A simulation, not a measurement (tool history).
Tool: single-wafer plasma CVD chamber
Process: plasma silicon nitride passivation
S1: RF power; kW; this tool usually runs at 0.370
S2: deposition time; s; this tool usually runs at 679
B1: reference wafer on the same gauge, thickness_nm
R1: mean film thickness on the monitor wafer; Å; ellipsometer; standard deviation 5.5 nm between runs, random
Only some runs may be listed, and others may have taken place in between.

run   hour     S1   S2       B1        R1
  1    0.0  0.370  786  791.879  11102.94
  2   20.2  0.370  679  792.569   9764.40
  3   54.4  0.370  679  790.709   9597.77
  4   78.2  0.370  679  791.427   9614.59
  5   94.9  0.315  679  792.084   9202.84
  6  118.3  0.315  679  792.478   9219.66
  7  153.1  0.315  679  789.965   9202.66
  8  181.3  0.370  679  790.124   9593.56
  9  198.1  0.370  679  789.325   9690.05
 10  270.0  0.425  679  789.399   9917.30
 11  327.5  0.425  679  791.789  10031.24
 12  359.3  0.320  555  790.638   7524.34
     385.9  -- RF generator calibrated
 13  392.1  0.415  725  793.402  10696.08
     406.1  -- gauge calibrated
 14  408.3  0.410  807  790.698  11814.13
     426.6  -- showerhead replaced
 15  427.1  0.420  679  790.069  10002.57
 16  458.4  0.415  620  791.506   9086.60
 17  482.3  0.325  679  790.339   9260.85
 18  517.4  0.370  559  792.007   8027.03
 19  539.1  0.370  679  791.826   9632.08
 20  557.5  0.370  735  790.730  10585.96
 21  596.1  0.370  679  793.650   9700.77
 22  623.0  0.340  625  789.763   8710.41

What if the next run were any one of these 3? Each begins from the tool's condition after run 22:
  A  623.6  0.370  631   ?   ?
  B  623.6  0.395  561   ?   ?
  C  623.6  0.300  679   ?   ?

run       B1       R1
  A  791.095  8989.62
  B  791.095  8142.90
  C  791.095  9115.35
The same runs, with their run-to-run variation unchanged, on a tool lacking any hidden condition would have given:
run       R1
  A  8989.62
  B  8142.90
  C  9115.35
